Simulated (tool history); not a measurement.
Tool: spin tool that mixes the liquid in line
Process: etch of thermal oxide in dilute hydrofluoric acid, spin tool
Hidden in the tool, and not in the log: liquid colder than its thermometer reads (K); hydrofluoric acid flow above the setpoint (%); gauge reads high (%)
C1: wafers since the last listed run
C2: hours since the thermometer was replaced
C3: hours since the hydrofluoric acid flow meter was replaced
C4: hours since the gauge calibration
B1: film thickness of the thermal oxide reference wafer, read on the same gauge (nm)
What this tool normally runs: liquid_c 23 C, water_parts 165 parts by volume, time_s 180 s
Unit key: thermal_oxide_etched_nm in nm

Run 1, hour 0: usual settings; C1 0; C2 220.1; C3 1577.5; C4 6; B1 90.014. Result: thermal_oxide_etched_nm 4.465 nm.
Run 2, hour 34: usual settings but liquid_c 21 C, water_parts 105 parts by volume; C1 315; C2 254.1; C3 1611.5; C4 40; B1 89.933. Result: thermal_oxide_etched_nm 6.967 nm.
Run 3, hour 65.2: usual settings but liquid_c 21 C, water_parts 105 parts by volume; C1 289; C2 285.3; C3 1642.7; C4 71.2; B1 90.054. Result: thermal_oxide_etched_nm 6.803 nm.
Run 4, hour 100.3: usual settings but liquid_c 21 C, water_parts 105 parts by volume; C1 326; C2 320.4; C3 1677.8; C4 106.3; B1 89.993. Result: thermal_oxide_etched_nm 6.946 nm.
Run 5, hour 129.9: usual settings but water_parts 230 parts by volume; C1 275; C2 350; C3 1707.4; C4 135.9; B1 90.032. Result: thermal_oxide_etched_nm 2.995 nm.
Run 6, hour 154.5: usual settings but liquid_c 27 C; C1 228; C2 374.6; C3 1732; C4 160.5; B1 89.958. Result: thermal_oxide_etched_nm 5.132 nm.
Run 7, hour 177: usual settings but liquid_c 19 C; C1 209; C2 397.1; C3 1754.5; C4 183; B1 90.03. Result: thermal_oxide_etched_nm 3.725 nm.
Run 8, hour 202.5: usual settings; C1 236; C2 422.6; C3 1780; C4 208.5; B1 90.029. Result: thermal_oxide_etched_nm 4.337 nm.
At hour 233.2: hydrofluoric acid flow meter replaced.
Run 9, hour 234.1: usual settings; C1 284; C2 454.2; C3 0.9; C4 240.1; B1 89.962. Result: thermal_oxide_etched_nm 4.415 nm.
Run 10, hour 258.5: usual settings; C1 226; C2 478.6; C3 25.3; C4 264.5; B1 89.989. Result: thermal_oxide_etched_nm 4.373 nm.
Run 11, hour 292.5: usual settings but liquid_c 26 C, water_parts 215 parts by volume; C1 315; C2 512.6; C3 59.3; C4 298.5; B1 90.005. Result: thermal_oxide_etched_nm 3.536 nm.
Run 12, hour 322.1: usual settings; C1 275; C2 542.2; C3 88.9; C4 328.1; B1 89.96. Result: thermal_oxide_etched_nm 4.249 nm.
Run 13, hour 338.7: usual settings but time_s 135 s; C1 154; C2 558.8; C3 105.5; C4 344.7; B1 90.011. Result: thermal_oxide_etched_nm 3.272 nm.
Run 14, hour 361.9: usual settings; C1 215; C2 582; C3 128.7; C4 367.9; B1 89.957. Result: thermal_oxide_etched_nm 4.337 nm.
Run 15, hour 391.8: usual settings but liquid_c 21 C, water_parts 90 parts by volume, time_s 125 s; C1 277; C2 611.9; C3 158.6; C4 397.8; B1 89.998. Result: thermal_oxide_etched_nm 5.427 nm.
At hour 406.7: thermometer replaced.
Run 16, hour 426.1: usual settings but time_s 245 s; C1 309; C2 19.4; C3 192.9; C4 432.1; B1 89.983. Result: thermal_oxide_etched_nm 6.275 nm.
Run 17, hour 443.1: usual settings but liquid_c 20.5 C, water_parts 120 parts by volume, time_s 130 s; C1 157; C2 36.4; C3 209.9; C4 449.1; B1 90.036. Result: thermal_oxide_etched_nm 4.421 nm.
Run 18, hour 474: usual settings but water_parts 135 parts by volume; C1 287; C2 67.3; C3 240.8; C4 480; B1 89.995. Result: thermal_oxide_etched_nm 5.736 nm.
Run 19, hour 497.8: usual settings but water_parts 190 parts by volume, time_s 215 s; C1 221; C2 91.1; C3 264.6; C4 503.8; B1 89.967. Result: thermal_oxide_etched_nm 4.659 nm.
At hour 507.3: gauge calibrated.
Run 20, hour 522.8: usual settings but water_parts 135 parts by volume; C1 232; C2 116.1; C3 289.6; C4 15.5; B1 90.018. Result: thermal_oxide_etched_nm 5.813 nm.
Run 21, hour 554: usual settings but water_parts 145 parts by volume, time_s 110 s; C1 289; C2 147.3; C3 320.8; C4 46.7; B1 89.988. Result: thermal_oxide_etched_nm 3.279 nm.
Run 22, hour 568.5: usual settings but liquid_c 25.5 C, water_parts 230 parts by volume, time_s 70 s; C1 134; C2 161.8; C3 335.3; C4 61.2; B1 89.994. Result: thermal_oxide_etched_nm 1.287 nm.
Run 23, hour 603.9: usual settings but liquid_c 21.5 C, water_parts 240 parts by volume, time_s 250 s; C1 328; C2 197.2; C3 370.7; C4 96.6; B1 90.028. Result: thermal_oxide_etched_nm 3.788 nm.

Run 24, settings as shown, results not yet in. Your forecast:
Run 24, hour 654.1: usual settings but liquid_c 25.5 C, water_parts 230 parts by volume, time_s 230 s; C1 466; C2 247.4; C3 420.9; C4 146.8; B1 ?. Result: thermal_oxide_etched_nm ?.

B1: 90.031
thermal_oxide_etched_nm: 4.251 nm
Had the tool carried no hidden state, the very same run would have given thermal_oxide_etched_nm 4.398 nm.

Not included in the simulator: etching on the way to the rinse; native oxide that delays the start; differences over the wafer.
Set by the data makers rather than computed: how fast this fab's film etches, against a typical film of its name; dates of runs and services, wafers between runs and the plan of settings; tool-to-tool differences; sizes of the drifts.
